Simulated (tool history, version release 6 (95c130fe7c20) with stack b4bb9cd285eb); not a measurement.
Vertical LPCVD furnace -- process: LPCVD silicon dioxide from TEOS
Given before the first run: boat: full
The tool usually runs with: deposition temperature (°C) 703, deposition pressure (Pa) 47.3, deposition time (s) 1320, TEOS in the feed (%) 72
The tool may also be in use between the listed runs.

| run | hour | deposition temperature (°C) | deposition pressure (Pa) | deposition time (s) | TEOS in the feed (%) | read-back reference wafer on the same gauge, thickness | film thickness on the monitor wafer in the middle of the boat (Å) |
|---|---|---|---|---|---|---|---|
| 1 | 0 | 703 | 47.3 | 1320 | 81 | 211.05 | 2176.7 |
| 2 | 7.2 | 703 | 47.3 | 1320 | 81 | 210.83 | 2178.3 |
| 3 | 22.2 | 703 | 47.3 | 1320 | 77 | 210.92 | 2118.8 |
| 4 | 31.2 | 703 | 47.3 | 1320 | 77 | 211.03 | 2112.9 |
| 5 | 49 | 703 | 47.3 | 1320 | 72 | 211.01 | 2054 |
| 6 | 60.3 | 703 | 47.3 | 1320 | 72 | 211.1 | 2055.3 |
| 7 | 67.6 | 703 | 47.3 | 1320 | 72 | 211.01 | 2061.2 |
| 8 | 76.4 | 700 | 47.3 | 1320 | 72 | 211.15 | 1915.6 |
| 9 | 94.4 | 700 | 47.3 | 1320 | 72 | 211.06 | 1931.4 |
| 10 | 106.9 | 703 | 47.3 | 1320 | 72 | 210.7 | 2076.4 |
| 11 | 126.2 | 703 | 47.3 | 1320 | 72 | 210.98 | 2072.5 |
| 12 | 142.4 | 703 | 47.3 | 1320 | 72 | 211.04 | 2067.2 |
| 13 | 159.2 | 697 | 47.3 | 1320 | 62 | 210.91 | 1674.5 |
|  | 166.2 | gauge calibrated |
| 14 | 166.9 | 697 | 47.3 | 1320 | 62 | 211.13 | 1667.8 |
|  | 199.1 | thermocouples replaced and temperature profile calibrated |
|  | 199.8 | TEOS flow controller replaced |
| 15 | 200.3 | 697 | 47.3 | 1320 | 62 | 210.93 | 1513 |
| 16 | 205.1 | 703 | 52.7 | 1320 | 62 | 211.06 | 1833.4 |
| 17 | 217.4 | 703 | 47.3 | 1320 | 72 | 210.98 | 1877.6 |
| 18 | 226.6 | 713 | 53.3 | 810 | 62 | 210.83 | 1426.3 |
| 19 | 240 | 703 | 47.3 | 1320 | 72 | 211.01 | 1890.2 |
| 20 | 258.9 | 714 | 38 | 900 | 77 | 210.96 | 1513.7 |
| 21 | 267.4 | 714 | 51.3 | 1320 | 68 | 210.9 | 2449.2 |
|  | 291.9 | pressure gauge zeroed |
| 22 | 292.4 | 703 | 47.3 | 1320 | 72 | 210.95 | 1865.6 |
| 23 | 297.2 | 696 | 56.7 | 1320 | 72 | 210.74 | 1750.3 |
| 24 | 340.3 | 695 | 54.7 | 1560 | 81 | 211.03 | 2086.7 |
| 25 | 357.7 | 697 | 58.7 | 1320 | 63 | 211.26 | 1711 |
| 26 | 368.1 | 703 | 47.3 | 1320 | 72 | 211.05 | 1882.9 |
| 27 | 388.2 | 703 | 47.3 | 1320 | 67 | 210.99 | 1802.4 |
| 28 | 406.9 | 703 | 47.3 | 1110 | 67 | 211.13 | 1529.5 |
| 29 | 426 | 703 | 47.3 | 1470 | 66 | 210.91 | 2005.1 |
| 30 | 438.6 | 712 | 51.3 | 1080 | 82 | 210.97 | 2096.2 |

Branching from run 30: 3 alternative next runs. What would each branch give?
| A | 443.5 | 713 | 47.3 | 1320 | 72 | ? | ? |
| B | 443.5 | 703 | 58 | 1320 | 86 | ? | ? |
| C | 443.5 | 692 | 38 | 870 | 83 | ? | ? |

| run | read-back reference wafer on the same gauge, thickness | film thickness on the monitor wafer in the middle of the boat (Å) |
|---|---|---|
| A | 210.94 | 2364.8 |
| B | 210.94 | 2276.2 |
| C | 210.94 | 922.6 |
Without the tool's unlogged condition, the same runs would have read:
| run | film thickness on the monitor wafer in the middle of the boat (Å) |
|---|---|
| A | 2347.9 |
| B | 2259.6 |
| C | 915.7 |
